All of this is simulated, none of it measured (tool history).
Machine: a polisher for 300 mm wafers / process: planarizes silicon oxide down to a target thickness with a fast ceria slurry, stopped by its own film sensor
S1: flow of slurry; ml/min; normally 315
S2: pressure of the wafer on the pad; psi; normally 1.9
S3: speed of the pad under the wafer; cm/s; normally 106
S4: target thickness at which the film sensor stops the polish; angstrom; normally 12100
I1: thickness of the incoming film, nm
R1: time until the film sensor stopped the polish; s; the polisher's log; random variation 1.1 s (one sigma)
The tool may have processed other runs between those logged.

{"run": 1, "hour": 0.0, "S1": 350, "S2": 1.9, "S3": 106, "S4": 12100, "I1": 1880, "R1": 60.2}
{"run": 2, "hour": 48.4, "S1": 350, "S2": 1.9, "S3": 106, "S4": 12100, "I1": 1905.9, "R1": 62.8}
{"run": 3, "hour": 135.6, "S1": 350, "S2": 1.9, "S3": 106, "S4": 12100, "I1": 1870.8, "R1": 59.6}
{"run": 4, "hour": 236.7, "S1": 315, "S2": 1.9, "S3": 106, "S4": 12100, "I1": 1883.8, "R1": 62.8}
{"run": 5, "hour": 278.6, "S1": 315, "S2": 1.9, "S3": 106, "S4": 12100, "I1": 1887.4, "R1": 64}
{"hour": 340.5, "done": "head pressure recalibrated"}
{"run": 6, "hour": 341.7, "S1": 315, "S2": 1.9, "S3": 106, "S4": 12100, "I1": 1884.2, "R1": 66.7}
{"hour": 363.6, "done": "slurry nozzle cleaned"}
{"run": 7, "hour": 391.4, "S1": 315, "S2": 1.9, "S3": 106, "S4": 12100, "I1": 1871.9, "R1": 65.7}
{"run": 8, "hour": 445.7, "S1": 315, "S2": 1.9, "S3": 106, "S4": 12100, "I1": 1881.4, "R1": 68.2}
{"hour": 482.2, "done": "worn pad replaced by a new one"}
{"run": 9, "hour": 497.3, "S1": 315, "S2": 1.9, "S3": 106, "S4": 12100, "I1": 1903, "R1": 61}
{"run": 10, "hour": 560.0, "S1": 315, "S2": 2.2, "S3": 106, "S4": 12100, "I1": 1879.8, "R1": 52.9}
{"run": 11, "hour": 659.6, "S1": 315, "S2": 2.2, "S3": 106, "S4": 12100, "I1": 1875.9, "R1": 54.4}
{"run": 12, "hour": 748.1, "S1": 315, "S2": 1.9, "S3": 106, "S4": 12100, "I1": 1884, "R1": 65.2}
{"hour": 781.3, "done": "slurry nozzle cleaned"}
{"run": 13, "hour": 832.6, "S1": 315, "S2": 1.9, "S3": 106, "S4": 12100, "I1": 1897.5, "R1": 67.5}
{"run": 14, "hour": 871.7, "S1": 315, "S2": 1.9, "S3": 106, "S4": 12100, "I1": 1862, "R1": 64.5}
{"hour": 928.7, "done": "worn pad replaced by a new one"}
{"run": 15, "hour": 948.5, "S1": 225, "S2": 2.6, "S3": 82, "S4": 12100, "I1": 1862.2, "R1": 57.9}
{"run": 16, "hour": 990.0, "S1": 315, "S2": 2.2, "S3": 106, "S4": 12100, "I1": 1883.1, "R1": 52.6}
{"run": 17, "hour": 1052.4, "S1": 315, "S2": 2.2, "S3": 78, "S4": 12100, "I1": 1862.5, "R1": 72.8}
{"run": 18, "hour": 1159.0, "S1": 260, "S2": 2.5, "S3": 106, "S4": 12100, "I1": 1858.6, "R1": 48.9}
{"run": 19, "hour": 1222.8, "S1": 315, "S2": 1.9, "S3": 106, "S4": 12100, "I1": 1896.2, "R1": 68}
{"hour": 1244.4, "done": "slurry nozzle cleaned"}
{"run": 20, "hour": 1316.9, "S1": 315, "S2": 1.9, "S3": 106, "S4": 10870, "I1": 1876.3, "R1": 78.6}
{"hour": 1336.3, "done": "worn pad replaced by a new one"}
{"run": 21, "hour": 1368.1, "S1": 315, "S2": 1.2, "S3": 106, "S4": 12100, "I1": 1867.1, "R1": 94.6}
{"run": 22, "hour": 1660.9, "S1": 315, "S2": 1.9, "S3": 106, "S4": 12100, "I1": 1872.7, "R1": 66}
{"hour": 1674.3, "done": "slurry nozzle cleaned"}
{"run": 23, "hour": 1762.3, "S1": 410, "S2": 1.9, "S3": 106, "S4": 12100, "I1": 1878.8, "R1": 63.7}
{"hour": 1803.9, "done": "head pressure recalibrated"}
{"run": 24, "hour": 1813.1, "S1": 315, "S2": 1.6, "S3": 82, "S4": 9980, "I1": 1896, "R1": 144.6}
{"hour": 1836.3, "done": "worn pad replaced by a new one"}
{"run": 25, "hour": 1878.4, "S1": 375, "S2": 1.5, "S3": 106, "S4": 13190, "I1": 1875.1, "R1": 64}
{"hour": 2163.7, "done": "slurry nozzle cleaned"}
{"run": 26, "hour": 2165.8, "S1": 315, "S2": 1.9, "S3": 106, "S4": 12100, "I1": 1881.1, "R1": 63.5}
{"run": 27, "hour": 2268.6, "S1": 375, "S2": 2.3, "S3": 88, "S4": 10320, "I1": 1860.8, "R1": 79.9}
{"hour": 2325.4, "done": "worn pad replaced by a new one"}
{"run": 28, "hour": 2325.9, "S1": 315, "S2": 2.2, "S3": 106, "S4": 14180, "I1": 1881.5, "R1": 35.8}
{"run": 29, "hour": 2371.4, "S1": 245, "S2": 1.3, "S3": 106, "S4": 14230, "I1": 1869.9, "R1": 61}

State the hidden condition of the tool at each of the runs:
slurry flow missing at the pad, %: 0 in every run
deviation of the head's pressure from its setpoint, %: 0 in every run
H1: removal rate lost through wear of the pad, %
run=1 H1=0.494
run=2 H1=1.72
run=3 H1=3.93
run=4 H1=6.48
run=5 H1=7.54
run=6 H1=9.14
run=7 H1=10.4
run=8 H1=11.8
run=9 H1=0.435
run=10 H1=2.02
run=11 H1=4.54
run=12 H1=6.78
run=13 H1=8.92
run=14 H1=9.91
run=15 H1=2.44
run=16 H1=3.49
run=17 H1=5.07
run=18 H1=7.76
run=19 H1=9.38
run=20 H1=11.8
run=21 H1=1.06
run=22 H1=8.46
run=23 H1=11
run=24 H1=12.3
run=25 H1=1.3
run=26 H1=8.57
run=27 H1=11.2
run=28 H1=0.402
run=29 H1=1.55
